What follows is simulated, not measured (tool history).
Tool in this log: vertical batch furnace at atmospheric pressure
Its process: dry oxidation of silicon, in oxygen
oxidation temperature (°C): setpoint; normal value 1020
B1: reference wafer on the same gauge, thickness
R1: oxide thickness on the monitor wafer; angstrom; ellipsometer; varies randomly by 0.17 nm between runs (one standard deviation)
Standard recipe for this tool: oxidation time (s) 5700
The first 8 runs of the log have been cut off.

{"run": 9, "hour": 598.2, "oxidation temperature (°C)": 1020, "oxidation time (s)": 5700, "B1": 61.72, "R1": 694.6}
{"run": 10, "hour": 640.6, "oxidation temperature (°C)": 1020, "oxidation time (s)": 5700, "B1": 61.75, "R1": 692.9}
{"run": 11, "hour": 678.3, "oxidation temperature (°C)": 1020, "oxidation time (s)": 5700, "B1": 61.66, "R1": 694.6}
{"run": 12, "hour": 738.7, "oxidation temperature (°C)": 1020, "oxidation time (s)": 5700, "B1": 61.7, "R1": 695.6}
{"run": 13, "hour": 832.4, "oxidation temperature (°C)": 1014, "oxidation time (s)": 5700, "B1": 61.71, "R1": 661.8}
{"run": 14, "hour": 909.7, "oxidation temperature (°C)": 1038, "oxidation time (s)": 4110, "B1": 61.66, "R1": 660.3}
{"hour": 987.9, "done": "gauge calibrated"}
{"run": 15, "hour": 1014.0, "oxidation temperature (°C)": 1038, "oxidation time (s)": 4110, "B1": 61.73, "R1": 661.7}
{"run": 16, "hour": 1077.0, "oxidation temperature (°C)": 1020, "oxidation time (s)": 4140, "B1": 61.69, "R1": 567.6}
{"run": 17, "hour": 1162.2, "oxidation temperature (°C)": 1020, "oxidation time (s)": 4140, "B1": 61.74, "R1": 567.8}
{"run": 18, "hour": 1237.7, "oxidation temperature (°C)": 1020, "oxidation time (s)": 4140, "B1": 61.68, "R1": 566}
{"run": 19, "hour": 1281.5, "oxidation temperature (°C)": 1044, "oxidation time (s)": 7320, "B1": 61.73, "R1": 1023}
{"run": 20, "hour": 1344.5, "oxidation temperature (°C)": 1020, "oxidation time (s)": 5700, "B1": 61.77, "R1": 700.4}
{"run": 21, "hour": 1444.7, "oxidation temperature (°C)": 1020, "oxidation time (s)": 5700, "B1": 61.71, "R1": 707.9}

Expected results for the next run?
{"run": 22, "hour": 1549.8, "oxidation temperature (°C)": 1044, "oxidation time (s)": 3000, "B1": "?", "R1": "?"}

B1: 61.71
R1: 578 angstrom
With the hidden condition absent and the run-to-run variation left alone, this run would have shown R1 587.3 angstrom.
